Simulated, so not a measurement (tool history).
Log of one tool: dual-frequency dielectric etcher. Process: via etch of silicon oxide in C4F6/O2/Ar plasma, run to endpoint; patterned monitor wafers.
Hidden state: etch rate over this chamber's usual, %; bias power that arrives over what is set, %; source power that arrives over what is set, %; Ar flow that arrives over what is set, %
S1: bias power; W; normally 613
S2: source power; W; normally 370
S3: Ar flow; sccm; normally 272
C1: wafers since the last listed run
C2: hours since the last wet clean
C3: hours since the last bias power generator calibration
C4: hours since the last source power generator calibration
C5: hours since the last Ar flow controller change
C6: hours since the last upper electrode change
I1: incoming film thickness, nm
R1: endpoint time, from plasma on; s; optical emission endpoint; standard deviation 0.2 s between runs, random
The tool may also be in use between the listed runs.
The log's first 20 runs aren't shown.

{"run": 21, "day": 21.175, "S1": 651, "S2": 370, "S3": 272, "C1": 494, "C2": 426.1, "C3": 370.1, "C4": 92.7, "C5": 108.6, "C6": 270.6, "I1": 128.0, "R1": 25.1}
{"run": 22, "day": 21.929, "S1": 613, "S2": 300, "S3": 272, "C1": 282, "C2": 444.2, "C3": 388.2, "C4": 110.8, "C5": 126.7, "C6": 288.7, "I1": 128.1, "R1": 27.0}
{"run": 23, "day": 23.079, "S1": 613, "S2": 370, "S3": 272, "C1": 430, "C2": 471.8, "C3": 415.8, "C4": 138.4, "C5": 154.3, "C6": 316.3, "I1": 128.9, "R1": 26.2}
{"run": 24, "day": 23.917, "S1": 663, "S2": 410, "S3": 272, "C1": 313, "C2": 491.9, "C3": 435.9, "C4": 158.5, "C5": 174.4, "C6": 336.4, "I1": 127.9, "R1": 24.5}
{"run": 25, "day": 25.033, "S1": 613, "S2": 370, "S3": 332, "C1": 417, "C2": 518.7, "C3": 462.7, "C4": 185.3, "C5": 201.2, "C6": 363.2, "I1": 129.0, "R1": 26.2}
{"run": 26, "day": 25.896, "S1": 666, "S2": 420, "S3": 228, "C1": 322, "C2": 539.4, "C3": 483.4, "C4": 206.0, "C5": 221.9, "C6": 383.9, "I1": 127.5, "R1": 24.4}
{"run": 27, "day": 26.612, "S1": 500, "S2": 370, "S3": 292, "C1": 268, "C2": 556.6, "C3": 500.6, "C4": 223.2, "C5": 239.1, "C6": 401.1, "I1": 127.6, "R1": 27.5}
{"run": 28, "day": 27.45, "S1": 551, "S2": 370, "S3": 272, "C1": 313, "C2": 576.7, "C3": 520.7, "C4": 243.3, "C5": 259.2, "C6": 421.2, "I1": 127.9, "R1": 27.0}
{"run": 29, "day": 28.317, "S1": 690, "S2": 290, "S3": 328, "C1": 324, "C2": 597.5, "C3": 541.5, "C4": 264.1, "C5": 280.0, "C6": 442.0, "I1": 127.3, "R1": 26.3}
{"run": 30, "day": 29.05, "S1": 613, "S2": 370, "S3": 313, "C1": 274, "C2": 615.1, "C3": 559.1, "C4": 281.7, "C5": 297.6, "C6": 459.6, "I1": 128.1, "R1": 26.4}

Here are 3 independent what-if runs from the current tool condition. What would each one return?
{"run": "A", "day": 29.067, "S1": 538, "S2": 370, "S3": 272, "C1": 6, "C2": 615.5, "C3": 559.5, "C4": 282.1, "C5": 298.0, "C6": 460.0, "I1": 127.2, "R1": "?"}
{"run": "B", "day": 29.067, "S1": 613, "S2": 370, "S3": 338, "C1": 6, "C2": 615.5, "C3": 559.5, "C4": 282.1, "C5": 298.0, "C6": 460.0, "I1": 127.2, "R1": "?"}
{"run": "C", "day": 29.067, "S1": 683, "S2": 300, "S3": 228, "C1": 6, "C2": 615.5, "C3": 559.5, "C4": 282.1, "C5": 298.0, "C6": 460.0, "I1": 127.2, "R1": "?"}

run=A R1=27.1
run=B R1=26.5
run=C R1=26.0
What these runs would have given with no unlogged condition in the tool:
run=A R1=25.8
run=B R1=25.2
run=C R1=24.8

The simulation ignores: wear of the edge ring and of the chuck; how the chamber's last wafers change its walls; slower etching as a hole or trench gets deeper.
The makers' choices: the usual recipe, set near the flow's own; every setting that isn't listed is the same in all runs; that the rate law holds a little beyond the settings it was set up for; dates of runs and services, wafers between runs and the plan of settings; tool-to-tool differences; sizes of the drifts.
